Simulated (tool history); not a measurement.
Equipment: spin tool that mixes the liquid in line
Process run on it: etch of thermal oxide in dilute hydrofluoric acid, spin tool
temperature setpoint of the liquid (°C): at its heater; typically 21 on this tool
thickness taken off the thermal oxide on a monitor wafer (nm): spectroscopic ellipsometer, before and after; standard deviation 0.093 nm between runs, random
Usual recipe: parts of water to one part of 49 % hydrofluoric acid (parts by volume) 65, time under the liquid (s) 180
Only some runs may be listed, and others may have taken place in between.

| run | hour | temperature setpoint of the liquid (°C) | parts of water to one part of 49 % hydrofluoric acid (parts by volume) | time under the liquid (s) | wafers since the last listed run | hours since the thermometer was replaced | hours since the hydrofluoric acid flow meter was replaced | hours since the gauge calibration | read-back film thickness of the thermal oxide reference wafer, read on the same gauge (nm) | thickness taken off the thermal oxide on a monitor wafer (nm) |
|---|---|---|---|---|---|---|---|---|---|---|
| 1 | 0 | 21 | 65 | 235 | 0 | 1564.6 | 390.3 | 435 | 50.02 | 13.47 |
| 2 | 40.5 | 21 | 65 | 235 | 304 | 1605.1 | 430.8 | 475.5 | 50 | 13.5 |
| 3 | 110.5 | 21 | 65 | 180 | 526 | 1675.1 | 500.8 | 545.5 | 50.03 | 10.22 |
| 4 | 138 | 21 | 65 | 180 | 206 | 1702.6 | 528.3 | 573 | 49.98 | 10.25 |
| 5 | 172.8 | 21 | 65 | 180 | 261 | 1737.4 | 563.1 | 607.8 | 50.01 | 10.05 |
| 6 | 214.8 | 21 | 40 | 180 | 316 | 1779.4 | 605.1 | 649.8 | 50 | 16.83 |
| 7 | 271.3 | 21 | 65 | 255 | 425 | 1835.9 | 661.6 | 706.3 | 50.06 | 14.34 |
| 8 | 306 | 19 | 65 | 180 | 261 | 1870.6 | 696.3 | 741 | 49.96 | 9.18 |
| 9 | 369 | 21 | 75 | 115 | 474 | 1933.6 | 759.3 | 804 | 50.02 | 5.49 |
| 10 | 420.5 | 21 | 75 | 115 | 387 | 1985.1 | 810.8 | 855.5 | 50 | 5.47 |
| 11 | 632.8 | 21 | 65 | 180 | 1597 | 2197.4 | 1023.1 | 1067.8 | 49.97 | 9.84 |
| 12 | 675.1 | 21 | 65 | 180 | 318 | 2239.7 | 1065.4 | 1110.1 | 49.99 | 9.8 |
|  | 785.3 | gauge calibrated |
| 13 | 885.1 | 23.5 | 65 | 180 | 1580 | 2449.7 | 1275.4 | 99.8 | 49.99 | 10.73 |
| 14 | 917 | 23.5 | 65 | 180 | 240 | 2481.6 | 1307.3 | 131.7 | 50.01 | 10.63 |
|  | 967.8 | hydrofluoric acid flow meter replaced |
| 15 | 996.1 | 23.5 | 65 | 180 | 587 | 2560.7 | 28.3 | 210.8 | 50.03 | 11.22 |
| 16 | 1020.6 | 21 | 65 | 180 | 184 | 2585.2 | 52.8 | 235.3 | 50.04 | 10.04 |
| 17 | 1060.7 | 21 | 65 | 180 | 301 | 2625.3 | 92.9 | 275.4 | 50.03 | 10.11 |
| 18 | 1092 | 26 | 75 | 285 | 235 | 2656.6 | 124.2 | 306.7 | 50.01 | 16.73 |
| 19 | 1141.4 | 25.5 | 40 | 255 | 371 | 2706 | 173.6 | 356.1 | 50 | 28.51 |
| 20 | 1167.6 | 17.5 | 90 | 95 | 197 | 2732.2 | 199.8 | 382.3 | 49.99 | 3.2 |
| 21 | 1224.9 | 21 | 65 | 180 | 431 | 2789.5 | 257.1 | 439.6 | 49.98 | 9.95 |
| 22 | 1258 | 21 | 65 | 150 | 249 | 2822.6 | 290.2 | 472.7 | 49.96 | 8.27 |
| 23 | 1321.4 | 23.5 | 80 | 180 | 477 | 2886 | 353.6 | 536.1 | 50.02 | 8.64 |
|  | 1324 | thermometer replaced |
| 24 | 1374.4 | 21 | 55 | 120 | 391 | 50.4 | 406.6 | 589.1 | 50.03 | 8.82 |
| 25 | 1419.6 | 21 | 85 | 105 | 340 | 95.6 | 451.8 | 634.3 | 49.98 | 4.82 |
| 26 | 1460.3 | 21 | 65 | 180 | 306 | 136.3 | 492.5 | 675 | 50 | 10.99 |
| 27 | 1489.1 | 21 | 65 | 180 | 216 | 165.1 | 521.3 | 703.8 | 49.99 | 10.96 |
| 28 | 1526 | 17 | 65 | 180 | 277 | 202 | 558.2 | 740.7 | 50.01 | 9.25 |
| 29 | 1576.5 | 21 | 65 | 180 | 380 | 252.5 | 608.7 | 791.2 | 50.04 | 10.8 |
| 30 | 1640.8 | 18.5 | 40 | 140 | 483 | 316.8 | 673 | 855.5 | 50 | 12.7 |
| 31 | 1707.9 | 22.5 | 65 | 180 | 504 | 383.9 | 740.1 | 922.6 | 49.99 | 11.58 |
| 32 | 1753.8 | 17 | 85 | 245 | 345 | 429.8 | 786 | 968.5 | 50 | 9.17 |
| 33 | 1787.3 | 21 | 65 | 180 | 252 | 463.3 | 819.5 | 1002 | 49.98 | 10.61 |
| 34 | 1835.2 | 23.5 | 65 | 255 | 360 | 511.2 | 867.4 | 1049.9 | 49.99 | 16.79 |

Here are 4 independent what-if runs from the current tool condition. What would each one return?
| A | 1835.7 | 21 | 65 | 180 | 3 | 511.7 | 867.9 | 1050.4 | ? | ? |
| B | 1835.7 | 25 | 75 | 80 | 3 | 511.7 | 867.9 | 1050.4 | ? | ? |
| C | 1835.7 | 24.5 | 55 | 275 | 3 | 511.7 | 867.9 | 1050.4 | ? | ? |
| D | 1835.7 | 19 | 90 | 135 | 3 | 511.7 | 867.9 | 1050.4 | ? | ? |

| run | read-back film thickness of the thermal oxide reference wafer, read on the same gauge (nm) | thickness taken off the thermal oxide on a monitor wafer (nm) |
|---|---|---|
| A | 50.02 | 10.67 |
| B | 50.02 | 4.78 |
| C | 50.02 | 22.56 |
| D | 50.02 | 5.16 |
Without the tool's unlogged condition, the same runs would have read:
| run | thickness taken off the thermal oxide on a monitor wafer (nm) |
|---|---|
| A | 11.28 |
| B | 5.05 |
| C | 23.84 |
| D | 5.46 |
